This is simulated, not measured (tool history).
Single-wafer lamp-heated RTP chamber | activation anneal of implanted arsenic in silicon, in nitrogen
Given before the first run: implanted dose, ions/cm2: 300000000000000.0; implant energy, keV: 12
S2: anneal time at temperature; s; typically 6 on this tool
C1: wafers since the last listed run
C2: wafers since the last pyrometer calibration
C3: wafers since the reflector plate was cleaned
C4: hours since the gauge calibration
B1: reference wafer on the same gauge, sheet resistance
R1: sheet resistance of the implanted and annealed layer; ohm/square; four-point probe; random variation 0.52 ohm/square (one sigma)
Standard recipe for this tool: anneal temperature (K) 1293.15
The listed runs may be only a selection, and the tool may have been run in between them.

{"run": 1, "hour": 0.0, "anneal temperature (K)": 1293.15, "S2": 6, "C1": 0, "C2": 2447, "C3": 7034, "C4": 789.0, "B1": 391.86, "R1": 345.62}
{"run": 2, "hour": 28.7, "anneal temperature (K)": 1293.15, "S2": 6, "C1": 524, "C2": 2972, "C3": 7558, "C4": 817.7, "B1": 391.95, "R1": 345.59}
{"run": 3, "hour": 98.6, "anneal temperature (K)": 1293.15, "S2": 7, "C1": 1277, "C2": 4250, "C3": 8836, "C4": 887.6, "B1": 391.98, "R1": 343.82}
{"hour": 139.7, "done": "pyrometer window cleaned and pyrometer calibrated"}
{"hour": 144.8, "done": "reflector plate cleaned"}
{"run": 4, "hour": 145.3, "anneal temperature (K)": 1293.15, "S2": 6, "C1": 613, "C2": 8, "C3": 8, "C4": 934.3, "B1": 391.98, "R1": 345.09}
{"run": 5, "hour": 177.9, "anneal temperature (K)": 1293.15, "S2": 6, "C1": 595, "C2": 604, "C3": 604, "C4": 966.9, "B1": 391.89, "R1": 346.54}
{"run": 6, "hour": 222.2, "anneal temperature (K)": 1293.15, "S2": 6, "C1": 809, "C2": 1414, "C3": 1414, "C4": 1011.2, "B1": 391.99, "R1": 345.51}
{"run": 7, "hour": 280.7, "anneal temperature (K)": 1293.15, "S2": 5, "C1": 1069, "C2": 2483, "C3": 2483, "C4": 1069.7, "B1": 392.04, "R1": 346.68}
{"run": 8, "hour": 337.3, "anneal temperature (K)": 1293.15, "S2": 5, "C1": 1034, "C2": 3518, "C3": 3518, "C4": 1126.3, "B1": 391.85, "R1": 346.15}
{"run": 9, "hour": 404.3, "anneal temperature (K)": 1293.15, "S2": 5, "C1": 1224, "C2": 4743, "C3": 4743, "C4": 1193.3, "B1": 392.04, "R1": 345.39}
{"hour": 425.9, "done": "pyrometer window cleaned and pyrometer calibrated"}
{"run": 10, "hour": 435.3, "anneal temperature (K)": 1293.15, "S2": 6, "C1": 420, "C2": 172, "C3": 5163, "C4": 1224.3, "B1": 392.11, "R1": 345.64}
{"run": 11, "hour": 483.7, "anneal temperature (K)": 1277.15, "S2": 6, "C1": 884, "C2": 1057, "C3": 6048, "C4": 1272.7, "B1": 391.86, "R1": 348.01}
{"run": 12, "hour": 524.5, "anneal temperature (K)": 1277.15, "S2": 6, "C1": 745, "C2": 1803, "C3": 6794, "C4": 1313.5, "B1": 391.97, "R1": 347.52}
{"run": 13, "hour": 565.9, "anneal temperature (K)": 1280.15, "S2": 6, "C1": 756, "C2": 2560, "C3": 7551, "C4": 1354.9, "B1": 392.04, "R1": 346.95}
{"run": 14, "hour": 601.7, "anneal temperature (K)": 1312.15, "S2": 4, "C1": 654, "C2": 3214, "C3": 8205, "C4": 1390.7, "B1": 391.9, "R1": 345.93}
{"run": 15, "hour": 659.5, "anneal temperature (K)": 1293.15, "S2": 6, "C1": 1056, "C2": 4271, "C3": 9262, "C4": 1448.5, "B1": 392.12, "R1": 345.12}
{"hour": 683.4, "done": "reflector plate cleaned"}
{"run": 16, "hour": 683.9, "anneal temperature (K)": 1267.15, "S2": 8, "C1": 299, "C2": 4571, "C3": 9, "C4": 1472.9, "B1": 392.02, "R1": 345.84}
{"hour": 700.4, "done": "pyrometer window cleaned and pyrometer calibrated"}
{"hour": 736.1, "done": "gauge calibrated"}
{"run": 17, "hour": 871.8, "anneal temperature (K)": 1314.15, "S2": 6, "C1": 3288, "C2": 3133, "C3": 3298, "C4": 135.7, "B1": 392.04, "R1": 342.72}
{"run": 18, "hour": 916.7, "anneal temperature (K)": 1319.15, "S2": 5, "C1": 820, "C2": 3954, "C3": 4118, "C4": 180.6, "B1": 392.07, "R1": 342.37}
{"run": 19, "hour": 966.2, "anneal temperature (K)": 1320.15, "S2": 9, "C1": 904, "C2": 4859, "C3": 5023, "C4": 230.1, "B1": 392.08, "R1": 337.15}
{"hour": 1009.1, "done": "pyrometer window cleaned and pyrometer calibrated"}
{"run": 20, "hour": 1164.7, "anneal temperature (K)": 1317.15, "S2": 9, "C1": 3482, "C2": 2843, "C3": 8506, "C4": 428.6, "B1": 391.9, "R1": 339.33}
{"hour": 1191.6, "done": "reflector plate cleaned"}
{"run": 21, "hour": 1200.1, "anneal temperature (K)": 1322.15, "S2": 4, "C1": 500, "C2": 3344, "C3": 155, "C4": 464.0, "B1": 392.05, "R1": 343.16}
{"hour": 1284.5, "done": "pyrometer window cleaned and pyrometer calibrated"}
{"run": 22, "hour": 1324.7, "anneal temperature (K)": 1293.15, "S2": 6, "C1": 2131, "C2": 734, "C3": 2287, "C4": 588.6, "B1": 392.22, "R1": 345.76}
{"run": 23, "hour": 1367.4, "anneal temperature (K)": 1279.15, "S2": 4, "C1": 780, "C2": 1515, "C3": 3067, "C4": 631.3, "B1": 392.05, "R1": 349.66}
{"run": 24, "hour": 1407.1, "anneal temperature (K)": 1264.15, "S2": 6, "C1": 725, "C2": 2241, "C3": 3793, "C4": 671.0, "B1": 391.85, "R1": 349.35}
{"run": 25, "hour": 1557.6, "anneal temperature (K)": 1293.15, "S2": 6, "C1": 2751, "C2": 4992, "C3": 6544, "C4": 821.5, "B1": 392.0, "R1": 344.2}

Exercise: give the hidden state of the tool at every run:
wafer temperature error from the tarnished reflector plate, K: 0 on each run
gauge reads high (%): 0 on each run
H1: true wafer temperature minus pyrometer reading, K
run=1 H1=3.71
run=2 H1=4.76
run=3 H1=8.17
run=4 H1=0.577
run=5 H1=0.753
run=6 H1=1.41
run=7 H1=3.03
run=8 H1=5.4
run=9 H1=9.23
run=10 H1=0.596
run=11 H1=0.999
run=12 H1=1.79
run=13 H1=3.01
run=14 H1=4.41
run=15 H1=7.34
run=16 H1=8.82
run=17 H1=4.21
run=18 H1=6.36
run=19 H1=9.32
run=20 H1=3.83
run=21 H1=5.35
run=22 H1=3.32
run=23 H1=3.97
run=24 H1=4.98
run=25 H1=12.3
